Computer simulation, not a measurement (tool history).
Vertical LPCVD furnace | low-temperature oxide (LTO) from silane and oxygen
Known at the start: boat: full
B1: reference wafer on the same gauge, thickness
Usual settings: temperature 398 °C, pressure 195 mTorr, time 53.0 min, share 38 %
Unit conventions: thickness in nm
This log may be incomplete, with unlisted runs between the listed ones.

Run 1, hour 0.0: usual settings; B1 388.11. Result: thickness 380.54 nm.
Run 2, hour 86.3: usual settings; B1 388.23. Result: thickness 381.99 nm.
Run 3, hour 135.1: usual settings but temperature 390 °C; B1 388.15. Result: thickness 350.30 nm.
Run 4, hour 226.7: usual settings but temperature 390 °C; B1 387.73. Result: thickness 350.89 nm.
Run 5, hour 273.1: usual settings but temperature 390 °C; B1 387.93. Result: thickness 352.43 nm.
Run 6, hour 333.7: usual settings but share 41 %; B1 387.94. Result: thickness 420.72 nm.
Run 7, hour 575.2: usual settings; B1 388.07. Result: thickness 387.16 nm.
At hour 605.6: gauge calibrated.
Run 8, hour 612.9: usual settings; B1 388.08. Result: thickness 388.14 nm.
Run 9, hour 825.0: usual settings; B1 388.05. Result: thickness 390.13 nm.
Run 10, hour 868.4: usual settings; B1 387.98. Result: thickness 389.91 nm.
At hour 912.3: thermocouples replaced and temperature profile calibrated.
Run 11, hour 932.4: usual settings; B1 387.81. Result: thickness 388.20 nm.
Run 12, hour 1035.1: usual settings but time 60.0 min; B1 388.16. Result: thickness 442.11 nm.
At hour 1074.3: silane flow controller replaced.
Run 13, hour 1099.8: usual settings but pressure 230 mTorr, time 47.5 min, share 35 %; B1 387.96. Result: thickness 370.29 nm.
At hour 1148.0: pressure gauge zeroed.
Run 14, hour 1175.6: usual settings but temperature 406 °C; B1 387.99. Result: thickness 405.53 nm.
Run 15, hour 1243.8: usual settings but time 62.5 min; B1 388.25. Result: thickness 436.71 nm.
Run 16, hour 1303.4: usual settings but temperature 389 °C, pressure 230 mTorr, time 44.5 min; B1 387.77. Result: thickness 331.28 nm.
Run 17, hour 1359.4: usual settings; B1 387.85. Result: thickness 369.04 nm.
Run 18, hour 1407.0: usual settings but temperature 387 °C, pressure 150 mTorr, time 61.0 min; B1 388.06. Result: thickness 288.35 nm.
Run 19, hour 1471.6: usual settings but pressure 175 mTorr; B1 387.81. Result: thickness 334.25 nm.
Run 20, hour 1559.1: usual settings but temperature 393 °C, pressure 220 mTorr; B1 387.62. Result: thickness 396.78 nm.

A few steps of thickness between consecutive runs. Split each: what settings, incoming material and random variation would produce without the hidden state, and what is left over for the hidden state, along with gauge scatter present in only one of the two compared results (measured, and without hidden state):
The hidden state here: true tube temperature minus thermocouple reading, K; true pressure minus gauge reading, mTorr; deviation of the silane flow from its setpoint, %; gauge reads high (%).
Run 12 -> 13: pressure 195 -> 230, time 60.0 -> 47.5, share 38 -> 35, silane flow controller replaced. thickness -71.82 nm: hidden state -5.63, all else -66.19.
Run 13 -> 14: temperature 398 -> 406, pressure 230 -> 195, time 47.5 -> 53.0, share 35 -> 38, pressure gauge zeroed. thickness +35.24 nm: hidden state -16.10, all else +51.34.
Run 15 -> 16: temperature 398 -> 389, pressure 195 -> 230, time 62.5 -> 44.5. thickness -105.43 nm: hidden state +0.17, all else -105.60.
Run 17 -> 18: temperature 398 -> 387, pressure 195 -> 150, time 53.0 -> 61.0. thickness -80.69 nm: hidden state +0.02, all else -80.71.

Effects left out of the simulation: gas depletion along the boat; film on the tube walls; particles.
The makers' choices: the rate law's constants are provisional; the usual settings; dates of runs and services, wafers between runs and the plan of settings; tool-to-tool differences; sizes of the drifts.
